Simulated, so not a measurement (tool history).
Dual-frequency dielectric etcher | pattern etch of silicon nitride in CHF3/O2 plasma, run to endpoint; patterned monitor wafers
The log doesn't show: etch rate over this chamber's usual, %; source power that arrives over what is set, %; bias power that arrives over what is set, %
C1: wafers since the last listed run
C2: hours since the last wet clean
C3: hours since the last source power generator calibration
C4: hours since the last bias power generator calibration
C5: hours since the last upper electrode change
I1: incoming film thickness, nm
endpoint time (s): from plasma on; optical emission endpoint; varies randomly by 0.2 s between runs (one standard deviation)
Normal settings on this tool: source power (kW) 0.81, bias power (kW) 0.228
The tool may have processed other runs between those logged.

Run 1, hour 0: usual settings; C1 0; C2 350; C3 1267.4; C4 3042.6; C5 6473.6; I1 76. Result: endpoint time (s) 47.8.
Run 2, hour 62: usual settings; C1 645; C2 412; C3 1329.4; C4 3104.6; C5 6535.6; I1 76.3. Result: endpoint time (s) 47.8.
At hour 134.6: upper electrode replaced.
Run 3, hour 135.1: usual settings but source power (kW) 0.95, bias power (kW) 0.258; C1 511; C2 485.1; C3 1402.5; C4 3177.7; C5 0.5; I1 75.3. Result: endpoint time (s) 42.1.
Run 4, hour 165.5: usual settings but source power (kW) 0.95, bias power (kW) 0.258; C1 316; C2 515.5; C3 1432.9; C4 3208.1; C5 30.9; I1 77.2. Result: endpoint time (s) 43.1.
Run 5, hour 209.3: usual settings but source power (kW) 0.7, bias power (kW) 0.268; C1 456; C2 559.3; C3 1476.7; C4 3251.9; C5 74.7; I1 76.3. Result: endpoint time (s) 48.
Run 6, hour 235.2: usual settings but source power (kW) 0.93; C1 269; C2 585.2; C3 1502.6; C4 3277.8; C5 100.6; I1 75.6. Result: endpoint time (s) 45.1.
Run 7, hour 283.6: usual settings but bias power (kW) 0.268; C1 504; C2 633.6; C3 1551; C4 3326.2; C5 149; I1 76.3. Result: endpoint time (s) 45.1.
Run 8, hour 332.2: usual settings; C1 506; C2 682.2; C3 1599.6; C4 3374.8; C5 197.6; I1 76.4. Result: endpoint time (s) 48.8.
At hour 395.1: wet clean of the chamber.
Run 9, hour 400.4: usual settings; C1 460; C2 5.3; C3 1667.8; C4 3443; C5 265.8; I1 76.2. Result: endpoint time (s) 46.5.
Run 10, hour 450.5: usual settings but bias power (kW) 0.205; C1 521; C2 55.4; C3 1717.9; C4 3493.1; C5 315.9; I1 75.2. Result: endpoint time (s) 48.2.
Run 11, hour 500.3: usual settings but bias power (kW) 0.183; C1 518; C2 105.2; C3 1767.7; C4 3542.9; C5 365.7; I1 76.2. Result: endpoint time (s) 51.2.
Run 12, hour 525.7: usual settings but bias power (kW) 0.183; C1 264; C2 130.6; C3 1793.1; C4 3568.3; C5 391.1; I1 76.8. Result: endpoint time (s) 51.8.
Run 13, hour 551.1: usual settings but source power (kW) 0.62, bias power (kW) 0.266; C1 264; C2 156; C3 1818.5; C4 3593.7; C5 416.5; I1 76.7. Result: endpoint time (s) 49.7.
At hour 564.3: source power generator calibrated.
Run 14, hour 621.1: usual settings but source power (kW) 0.9, bias power (kW) 0.272; C1 687; C2 226; C3 56.8; C4 3663.7; C5 486.5; I1 76.1. Result: endpoint time (s) 42.5.
Run 15, hour 684.6: usual settings but source power (kW) 0.91, bias power (kW) 0.191; C1 661; C2 289.5; C3 120.3; C4 3727.2; C5 550; I1 76.8. Result: endpoint time (s) 50.
Run 16, hour 725.6: usual settings but source power (kW) 0.72, bias power (kW) 0.192; C1 427; C2 330.5; C3 161.3; C4 3768.2; C5 591; I1 76.5. Result: endpoint time (s) 55.2.
Run 17, hour 767.5: usual settings; C1 436; C2 372.4; C3 203.2; C4 3810.1; C5 632.9; I1 75.9. Result: endpoint time (s) 48.
Run 18, hour 795.7: usual settings but source power (kW) 0.69, bias power (kW) 0.26; C1 293; C2 400.6; C3 231.4; C4 3838.3; C5 661.1; I1 76. Result: endpoint time (s) 49.2.
Run 19, hour 849: usual settings; C1 555; C2 453.9; C3 284.7; C4 3891.6; C5 714.4; I1 76.2. Result: endpoint time (s) 48.6.
Run 20, hour 888.7: usual settings but bias power (kW) 0.183; C1 413; C2 493.6; C3 324.4; C4 3931.3; C5 754.1; I1 76.8. Result: endpoint time (s) 53.9.
Run 21, hour 933.7: usual settings but source power (kW) 0.92, bias power (kW) 0.267; C1 468; C2 538.6; C3 369.4; C4 3976.3; C5 799.1; I1 76.4. Result: endpoint time (s) 43.6.
At hour 997.6: wet clean of the chamber.
Run 22, hour 998.1: usual settings; C1 420; C2 0.5; C3 433.8; C4 4040.7; C5 863.5; I1 76.5. Result: endpoint time (s) 47.5.
Run 23, hour 1015.4: usual settings but source power (kW) 0.93, bias power (kW) 0.177; C1 180; C2 17.8; C3 451.1; C4 4058; C5 880.8; I1 75.5. Result: endpoint time (s) 49.1.
At hour 1104.9: bias power generator calibrated.
Run 24, hour 1198.3: usual settings; C1 1863; C2 200.7; C3 634; C4 93.4; C5 1063.7; I1 76.1. Result: endpoint time (s) 47.7.
Run 25, hour 1238.9: usual settings; C1 422; C2 241.3; C3 674.6; C4 134; C5 1104.3; I1 76. Result: endpoint time (s) 47.9.
Run 26, hour 1284.8: usual settings but source power (kW) 0.74, bias power (kW) 0.18; C1 478; C2 287.2; C3 720.5; C4 179.9; C5 1150.2; I1 76.2. Result: endpoint time (s) 55.2.
Run 27, hour 1340.5: usual settings but source power (kW) 0.63, bias power (kW) 0.274; C1 580; C2 342.9; C3 776.2; C4 235.6; C5 1205.9; I1 77.1. Result: endpoint time (s) 50.5.
Run 28, hour 1373.2: usual settings but source power (kW) 0.88, bias power (kW) 0.252; C1 340; C2 375.6; C3 808.9; C4 268.3; C5 1238.6; I1 76.2. Result: endpoint time (s) 44.4.
Run 29, hour 1420.6: usual settings but source power (kW) 0.9; C1 493; C2 423; C3 856.3; C4 315.7; C5 1286; I1 76.6. Result: endpoint time (s) 46.8.
Run 30, hour 1479.3: usual settings but source power (kW) 0.99, bias power (kW) 0.197; C1 611; C2 481.7; C3 915; C4 374.4; C5 1344.7; I1 75.3. Result: endpoint time (s) 46.9.
Run 31, hour 1549.1: usual settings but source power (kW) 0.95, bias power (kW) 0.248; C1 727; C2 551.5; C3 984.8; C4 444.2; C5 1414.5; I1 75.9. Result: endpoint time (s) 43.5.
Run 32, hour 1607.7: usual settings but source power (kW) 0.96; C1 610; C2 610.1; C3 1043.4; C4 502.8; C5 1473.1; I1 76. Result: endpoint time (s) 44.9.
At hour 1634.2: wet clean of the chamber.
Run 33, hour 1641.7: usual settings; C1 104; C2 7.5; C3 1077.4; C4 536.8; C5 1507.1; I1 75.9. Result: endpoint time (s) 46.9.
Run 34, hour 1696.9: usual settings but source power (kW) 0.76, bias power (kW) 0.191; C1 575; C2 62.7; C3 1132.6; C4 592; C5 1562.3; I1 76.3. Result: endpoint time (s) 52.
Run 35, hour 1822.1: usual settings but source power (kW) 0.69; C1 1304; C2 187.9; C3 1257.8; C4 717.2; C5 1687.5; I1 75.1. Result: endpoint time (s) 49.7.
Run 36, hour 1880.7: usual settings but source power (kW) 0.63, bias power (kW) 0.179; C1 610; C2 246.5; C3 1316.4; C4 775.8; C5 1746.1; I1 76.1. Result: endpoint time (s) 58.6.

Had the tool no unlogged condition, and each run kept its random variation, what would the results have been?
run  endpoint time (s)
  1               47.5
  2               47.4
  3               41.6
  4               42.5
  5               47.3
  6               44.4
  7               44.3
  8               47.7
  9               47.4
 10                 49
 11               51.9
 12               52.4
 13               50.3
 14               41.9
 15               49.1
 16               54.2
 17                 47
 18               48.1
 19               47.4
 20               52.5
 21               42.3
 22               47.6
 23               49.1
 24               47.3
 25               47.3
 26               54.5
 27               49.7
 28               43.6
 29               45.9
 30               45.8
 31               42.4
 32               43.6
 33               47.5
 34               52.5
 35               49.9
 36               58.7
